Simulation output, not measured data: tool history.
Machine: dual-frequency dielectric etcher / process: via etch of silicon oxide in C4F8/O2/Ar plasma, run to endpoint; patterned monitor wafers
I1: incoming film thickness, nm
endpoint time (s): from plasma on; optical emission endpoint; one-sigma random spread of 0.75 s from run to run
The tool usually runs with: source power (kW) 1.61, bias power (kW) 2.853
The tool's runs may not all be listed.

Run 1, hour 0: usual settings; I1 1225.8. Result: endpoint time (s) 204.5.
Run 2, hour 30.9: usual settings but source power (kW) 1.83, bias power (kW) 2.415; I1 1232.4. Result: endpoint time (s) 203.1.
Run 3, hour 50.7: usual settings but source power (kW) 1.83, bias power (kW) 2.415; I1 1232.6. Result: endpoint time (s) 203.3.
Run 4, hour 65.8: usual settings but source power (kW) 1.83, bias power (kW) 2.415; I1 1242.4. Result: endpoint time (s) 205.1.
Run 5, hour 101.3: usual settings; I1 1239. Result: endpoint time (s) 209.8.
Run 6, hour 149.1: usual settings but bias power (kW) 2.365; I1 1234.3. Result: endpoint time (s) 211.9.
Run 7, hour 155: usual settings but bias power (kW) 2.365; I1 1245.4. Result: endpoint time (s) 215.4.
Run 8, hour 178.7: usual settings; I1 1246.4. Result: endpoint time (s) 202.6.
Run 9, hour 190.7: usual settings; I1 1240.1. Result: endpoint time (s) 201.1.
Run 10, hour 216.4: usual settings but source power (kW) 1.81, bias power (kW) 2.146; I1 1233.8. Result: endpoint time (s) 207.3.
Run 11, hour 240.6: usual settings but source power (kW) 1.83, bias power (kW) 2.415; I1 1244.8. Result: endpoint time (s) 200.1.
Run 12, hour 273.5: usual settings but source power (kW) 1.47, bias power (kW) 3.49; I1 1221.2. Result: endpoint time (s) 198.8.
Run 13, hour 306.9: usual settings but source power (kW) 1.24, bias power (kW) 3.502; I1 1221.8. Result: endpoint time (s) 221.8.
Run 14, hour 324.7: usual settings but source power (kW) 1.99, bias power (kW) 3.266; I1 1242.2. Result: endpoint time (s) 172.8.
Run 15, hour 342.5: usual settings but source power (kW) 1.31, bias power (kW) 3.032; I1 1248. Result: endpoint time (s) 231.2.
Run 16, hour 357.9: usual settings; I1 1243.9. Result: endpoint time (s) 206.8.
Run 17, hour 419.5: usual settings but source power (kW) 1.3, bias power (kW) 3.133; I1 1236.1. Result: endpoint time (s) 230.2.
Run 18, hour 450.9: usual settings but source power (kW) 1.23, bias power (kW) 3.219; I1 1233.1. Result: endpoint time (s) 236.9.

Not shown: 4 entries that the log had between the listed runs. Between which runs, and how does the tool's hidden state differ before and after?
Runs 5 to 6: wet clean of the chamber (hour 139.1); upper electrode replaced (hour 148.6)
  etch rate over this chamber's usual, %: -4.5 -> -0.385
  measured minus no-state result, endpoint time (s): +9.4 -> +0.8
Runs 12 to 13: bias power generator calibrated (hour 300.4)
  etch rate over this chamber's usual, %: -1.76 -> -2.13
  measured minus no-state result, endpoint time (s): +3.5 -> +4.7
Runs 14 to 15: source power generator calibrated (hour 340.9)
  etch rate over this chamber's usual, %: -2.33 -> -2.53
  measured minus no-state result, endpoint time (s): +4 -> +5.8
